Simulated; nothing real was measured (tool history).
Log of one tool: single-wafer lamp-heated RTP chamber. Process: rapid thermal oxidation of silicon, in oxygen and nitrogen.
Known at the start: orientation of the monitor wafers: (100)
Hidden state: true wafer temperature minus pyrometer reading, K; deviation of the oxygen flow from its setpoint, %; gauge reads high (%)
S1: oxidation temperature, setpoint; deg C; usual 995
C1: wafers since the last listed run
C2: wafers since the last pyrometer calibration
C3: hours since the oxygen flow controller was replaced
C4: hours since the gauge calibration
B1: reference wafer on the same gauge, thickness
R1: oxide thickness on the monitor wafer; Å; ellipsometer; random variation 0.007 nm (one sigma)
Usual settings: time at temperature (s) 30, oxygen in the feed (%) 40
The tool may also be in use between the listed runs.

{"run": 1, "hour": 0.0, "S1": 995, "time at temperature (s)": 30, "oxygen in the feed (%)": 40, "C1": 0, "C2": 2878, "C3": 5353.8, "C4": 536.2, "B1": 3.77, "R1": 33.13}
{"run": 2, "hour": 7.3, "S1": 995, "time at temperature (s)": 30, "oxygen in the feed (%)": 40, "C1": 64, "C2": 2942, "C3": 5361.1, "C4": 543.5, "B1": 3.773, "R1": 33.07}
{"run": 3, "hour": 20.2, "S1": 995, "time at temperature (s)": 30, "oxygen in the feed (%)": 40, "C1": 113, "C2": 3056, "C3": 5374.0, "C4": 556.4, "B1": 3.769, "R1": 33.11}
{"run": 4, "hour": 31.0, "S1": 995, "time at temperature (s)": 30, "oxygen in the feed (%)": 40, "C1": 94, "C2": 3151, "C3": 5384.8, "C4": 567.2, "B1": 3.772, "R1": 33.05}
{"run": 5, "hour": 45.7, "S1": 995, "time at temperature (s)": 30, "oxygen in the feed (%)": 24, "C1": 129, "C2": 3280, "C3": 5399.5, "C4": 581.9, "B1": 3.766, "R1": 29.35}
{"run": 6, "hour": 60.4, "S1": 995, "time at temperature (s)": 30, "oxygen in the feed (%)": 24, "C1": 129, "C2": 3409, "C3": 5414.2, "C4": 596.6, "B1": 3.769, "R1": 29.28}
{"run": 7, "hour": 77.9, "S1": 995, "time at temperature (s)": 30, "oxygen in the feed (%)": 40, "C1": 153, "C2": 3563, "C3": 5431.7, "C4": 614.1, "B1": 3.771, "R1": 33.31}
{"run": 8, "hour": 91.0, "S1": 995, "time at temperature (s)": 30, "oxygen in the feed (%)": 40, "C1": 115, "C2": 3678, "C3": 5444.8, "C4": 627.2, "B1": 3.771, "R1": 33.22}
{"hour": 125.7, "done": "oxygen flow controller replaced"}
{"hour": 138.3, "done": "gauge calibrated"}
{"run": 9, "hour": 140.2, "S1": 995, "time at temperature (s)": 30, "oxygen in the feed (%)": 40, "C1": 362, "C2": 4041, "C3": 14.5, "C4": 1.9, "B1": 3.77, "R1": 33.26}
{"run": 10, "hour": 150.5, "S1": 995, "time at temperature (s)": 30, "oxygen in the feed (%)": 40, "C1": 90, "C2": 4131, "C3": 24.8, "C4": 12.2, "B1": 3.772, "R1": 33.29}
{"run": 11, "hour": 161.5, "S1": 995, "time at temperature (s)": 30, "oxygen in the feed (%)": 40, "C1": 96, "C2": 4228, "C3": 35.8, "C4": 23.2, "B1": 3.77, "R1": 33.31}
{"run": 12, "hour": 176.4, "S1": 995, "time at temperature (s)": 30, "oxygen in the feed (%)": 40, "C1": 131, "C2": 4359, "C3": 50.7, "C4": 38.1, "B1": 3.77, "R1": 33.26}
{"run": 13, "hour": 186.8, "S1": 995, "time at temperature (s)": 30, "oxygen in the feed (%)": 40, "C1": 91, "C2": 4450, "C3": 61.1, "C4": 48.5, "B1": 3.771, "R1": 33.49}
{"run": 14, "hour": 226.1, "S1": 995, "time at temperature (s)": 30, "oxygen in the feed (%)": 40, "C1": 345, "C2": 4796, "C3": 100.4, "C4": 87.8, "B1": 3.772, "R1": 33.51}
{"run": 15, "hour": 254.3, "S1": 995, "time at temperature (s)": 30, "oxygen in the feed (%)": 40, "C1": 247, "C2": 5044, "C3": 128.6, "C4": 116.0, "B1": 3.77, "R1": 33.53}
{"run": 16, "hour": 271.6, "S1": 995, "time at temperature (s)": 38, "oxygen in the feed (%)": 40, "C1": 152, "C2": 5196, "C3": 145.9, "C4": 133.3, "B1": 3.767, "R1": 36.33}
{"run": 17, "hour": 279.2, "S1": 995, "time at temperature (s)": 30, "oxygen in the feed (%)": 40, "C1": 66, "C2": 5263, "C3": 153.5, "C4": 140.9, "B1": 3.772, "R1": 33.65}
{"run": 18, "hour": 293.8, "S1": 995, "time at temperature (s)": 30, "oxygen in the feed (%)": 40, "C1": 128, "C2": 5391, "C3": 168.1, "C4": 155.5, "B1": 3.772, "R1": 33.55}
{"run": 19, "hour": 301.5, "S1": 995, "time at temperature (s)": 42, "oxygen in the feed (%)": 51, "C1": 67, "C2": 5459, "C3": 175.8, "C4": 163.2, "B1": 3.773, "R1": 40.76}
{"run": 20, "hour": 317.1, "S1": 980, "time at temperature (s)": 30, "oxygen in the feed (%)": 40, "C1": 137, "C2": 5596, "C3": 191.4, "C4": 178.8, "B1": 3.769, "R1": 30.93}
{"hour": 326.2, "done": "pyrometer window cleaned and pyrometer calibrated"}
{"run": 21, "hour": 326.7, "S1": 995, "time at temperature (s)": 20, "oxygen in the feed (%)": 49, "C1": 14, "C2": 4, "C3": 201.0, "C4": 188.4, "B1": 3.771, "R1": 30.03}
{"run": 22, "hour": 338.7, "S1": 995, "time at temperature (s)": 38, "oxygen in the feed (%)": 63, "C1": 105, "C2": 109, "C3": 213.0, "C4": 200.4, "B1": 3.767, "R1": 40.53}
{"run": 23, "hour": 355.4, "S1": 967, "time at temperature (s)": 30, "oxygen in the feed (%)": 40, "C1": 146, "C2": 256, "C3": 229.7, "C4": 217.1, "B1": 3.767, "R1": 28.36}
{"run": 24, "hour": 368.7, "S1": 1013, "time at temperature (s)": 30, "oxygen in the feed (%)": 57, "C1": 116, "C2": 373, "C3": 243.0, "C4": 230.4, "B1": 3.769, "R1": 40.18}
{"run": 25, "hour": 380.9, "S1": 986, "time at temperature (s)": 30, "oxygen in the feed (%)": 25, "C1": 107, "C2": 480, "C3": 255.2, "C4": 242.6, "B1": 3.77, "R1": 28.18}
{"run": 26, "hour": 395.3, "S1": 995, "time at temperature (s)": 36, "oxygen in the feed (%)": 24, "C1": 126, "C2": 607, "C3": 269.6, "C4": 257.0, "B1": 3.769, "R1": 30.62}
{"run": 27, "hour": 403.6, "S1": 1011, "time at temperature (s)": 42, "oxygen in the feed (%)": 24, "C1": 72, "C2": 680, "C3": 277.9, "C4": 265.3, "B1": 3.768, "R1": 34.92}
{"run": 28, "hour": 417.8, "S1": 995, "time at temperature (s)": 19, "oxygen in the feed (%)": 58, "C1": 124, "C2": 805, "C3": 292.1, "C4": 279.5, "B1": 3.767, "R1": 31.0}
{"run": 29, "hour": 424.2, "S1": 995, "time at temperature (s)": 30, "oxygen in the feed (%)": 40, "C1": 56, "C2": 861, "C3": 298.5, "C4": 285.9, "B1": 3.766, "R1": 32.67}
{"run": 30, "hour": 438.2, "S1": 995, "time at temperature (s)": 30, "oxygen in the feed (%)": 68, "C1": 123, "C2": 984, "C3": 312.5, "C4": 299.9, "B1": 3.769, "R1": 37.93}
{"run": 31, "hour": 455.7, "S1": 995, "time at temperature (s)": 30, "oxygen in the feed (%)": 40, "C1": 153, "C2": 1138, "C3": 330.0, "C4": 317.4, "B1": 3.768, "R1": 32.79}
{"run": 32, "hour": 467.4, "S1": 995, "time at temperature (s)": 43, "oxygen in the feed (%)": 64, "C1": 102, "C2": 1241, "C3": 341.7, "C4": 329.1, "B1": 3.771, "R1": 43.29}
{"run": 33, "hour": 517.9, "S1": 979, "time at temperature (s)": 16, "oxygen in the feed (%)": 26, "C1": 444, "C2": 1685, "C3": 392.2, "C4": 379.6, "B1": 3.769, "R1": 24.01}
{"run": 34, "hour": 528.4, "S1": 1024, "time at temperature (s)": 21, "oxygen in the feed (%)": 40, "C1": 92, "C2": 1777, "C3": 402.7, "C4": 390.1, "B1": 3.772, "R1": 34.33}
{"run": 35, "hour": 537.7, "S1": 974, "time at temperature (s)": 35, "oxygen in the feed (%)": 53, "C1": 81, "C2": 1859, "C3": 412.0, "C4": 399.4, "B1": 3.773, "R1": 33.09}
{"run": 36, "hour": 559.3, "S1": 1016, "time at temperature (s)": 20, "oxygen in the feed (%)": 64, "C1": 189, "C2": 2049, "C3": 433.6, "C4": 421.0, "B1": 3.768, "R1": 36.93}
{"run": 37, "hour": 569.1, "S1": 1015, "time at temperature (s)": 30, "oxygen in the feed (%)": 19, "C1": 86, "C2": 2135, "C3": 443.4, "C4": 430.8, "B1": 3.769, "R1": 30.48}

What the log doesn't show, run by run:
deviation of the oxygen flow from its setpoint, %: 0 in every run
gauge reads high (%): 0 in every run
H1: true wafer temperature minus pyrometer reading, K
run=1 H1=2.93
run=2 H1=3
run=3 H1=3.11
run=4 H1=3.21
run=5 H1=3.34
run=6 H1=3.47
run=7 H1=3.63
run=8 H1=3.74
run=9 H1=4.18
run=10 H1=4.27
run=11 H1=4.37
run=12 H1=4.5
run=13 H1=4.59
run=14 H1=4.94
run=15 H1=5.19
run=16 H1=5.35
run=17 H1=5.41
run=18 H1=5.54
run=19 H1=5.61
run=20 H1=5.75
run=21 H1=0.246
run=22 H1=0.353
run=23 H1=0.501
run=24 H1=0.619
run=25 H1=0.727
run=26 H1=0.855
run=27 H1=0.929
run=28 H1=1.06
run=29 H1=1.11
run=30 H1=1.24
run=31 H1=1.39
run=32 H1=1.5
run=33 H1=1.94
run=34 H1=2.04
run=35 H1=2.12
run=36 H1=2.31
run=37 H1=2.4
